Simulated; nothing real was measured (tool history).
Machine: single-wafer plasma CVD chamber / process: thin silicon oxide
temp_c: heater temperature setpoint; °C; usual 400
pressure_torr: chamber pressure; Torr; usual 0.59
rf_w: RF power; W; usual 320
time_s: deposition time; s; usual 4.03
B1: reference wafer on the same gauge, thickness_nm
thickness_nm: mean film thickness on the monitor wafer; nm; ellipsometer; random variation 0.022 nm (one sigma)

Run 1, hour 0: usual settings; B1 4.228. Result: thickness_nm 5.193 nm.
Run 2, hour 15.6: usual settings; B1 4.22. Result: thickness_nm 5.19 nm.
Run 3, hour 31.2: usual settings but temp_c 394 °C, pressure_torr 0.513 Torr; B1 4.219. Result: thickness_nm 4.528 nm.
Run 4, hour 49.6: usual settings but temp_c 394 °C, pressure_torr 0.513 Torr; B1 4.227. Result: thickness_nm 4.525 nm.
Run 5, hour 68.5: usual settings but temp_c 405 °C, rf_w 275 W; B1 4.221. Result: thickness_nm 4.553 nm.
Run 6, hour 86.8: usual settings but temp_c 394 °C; B1 4.214. Result: thickness_nm 5.178 nm.
Run 7, hour 111.4: usual settings but temp_c 394 °C; B1 4.217. Result: thickness_nm 5.219 nm.
At hour 134.1: capacitance manometer re-zeroed and calibrated.
Run 8, hour 138: usual settings but pressure_torr 0.692 Torr; B1 4.213. Result: thickness_nm 6.022 nm.
At hour 152: gauge calibrated.
At hour 158: showerhead replaced.
Run 9, hour 163.1: usual settings but pressure_torr 0.692 Torr; B1 4.262. Result: thickness_nm 6.159 nm.
Run 10, hour 183.6: usual settings; B1 4.253. Result: thickness_nm 5.222 nm.
Run 11, hour 209.4: usual settings; B1 4.239. Result: thickness_nm 5.193 nm.
Run 12, hour 229.6: usual settings but pressure_torr 0.499 Torr, time_s 3.79 s; B1 4.222. Result: thickness_nm 4.139 nm.
Run 13, hour 244.3: usual settings but pressure_torr 0.499 Torr, time_s 3.79 s; B1 4.233. Result: thickness_nm 4.107 nm.
Run 14, hour 265.9: usual settings; B1 4.23. Result: thickness_nm 5.201 nm.
Run 15, hour 280.8: usual settings but temp_c 395 °C, pressure_torr 0.726 Torr, time_s 4.25 s; B1 4.224. Result: thickness_nm 6.702 nm.
Run 16, hour 294.3: usual settings; B1 4.213. Result: thickness_nm 5.164 nm.
At hour 325.6: RF generator calibrated.
Run 17, hour 326.1: usual settings but pressure_torr 0.695 Torr, rf_w 360 W, time_s 4.41 s; B1 4.212. Result: thickness_nm 7.219 nm.
Run 18, hour 337.3: usual settings but temp_c 408 °C, rf_w 340 W; B1 4.213. Result: thickness_nm 5.316 nm.
Run 19, hour 351.9: usual settings but temp_c 412 °C, pressure_torr 0.521 Torr; B1 4.214. Result: thickness_nm 4.519 nm.
Run 20, hour 364.2: usual settings but pressure_torr 0.683 Torr; B1 4.216. Result: thickness_nm 6.011 nm.
Run 21, hour 395.6: usual settings; B1 4.208. Result: thickness_nm 5.181 nm.
At hour 409.3: thermocouple changed; heater temperature recalibrated.
Run 22, hour 415.6: usual settings but time_s 4.81 s; B1 4.195. Result: thickness_nm 6.156 nm.
Run 23, hour 435.3: usual settings but time_s 3.25 s; B1 4.198. Result: thickness_nm 4.121 nm.
Run 24, hour 467.9: usual settings; B1 4.191. Result: thickness_nm 5.167 nm.
Run 25, hour 490.5: usual settings; B1 4.205. Result: thickness_nm 5.175 nm.
Run 26, hour 512.8: usual settings but pressure_torr 0.651 Torr, time_s 4.4 s; B1 4.2. Result: thickness_nm 6.234 nm.
Run 27, hour 544.5: usual settings but temp_c 387 °C, pressure_torr 0.643 Torr, rf_w 300 W, time_s 4.79 s; B1 4.197. Result: thickness_nm 6.458 nm.
At hour 568.6: gauge calibrated.
Run 28, hour 577: usual settings but temp_c 394 °C, pressure_torr 0.659 Torr, time_s 4.5 s; B1 4.273. Result: thickness_nm 6.524 nm.
Run 29, hour 593.6: usual settings but temp_c 394 °C, pressure_torr 0.533 Torr, rf_w 265 W, time_s 4.23 s; B1 4.259. Result: thickness_nm 4.276 nm.

Forecast each of these 4 alternatives for the next run:
Run A, hour 594: usual settings; B1 ?. Result: thickness_nm ?.
Run B, hour 594: usual settings but temp_c 391 °C, pressure_torr 0.467 Torr, rf_w 270 W; B1 ?. Result: thickness_nm ?.
Run C, hour 594: usual settings but temp_c 412 °C, pressure_torr 0.694 Torr; B1 ?. Result: thickness_nm ?.
Run D, hour 594: usual settings but temp_c 407 °C; B1 ?. Result: thickness_nm ?.

run     B1  thickness_nm
  A  4.257         5.207
  B  4.257         3.623
  C  4.257          6.07
  D  4.257          5.18
With the hidden condition removed and each run's random variation left untouched, the same runs would have given:
run  thickness_nm
  A         5.216
  B         3.629
  C          6.08
  D         5.188
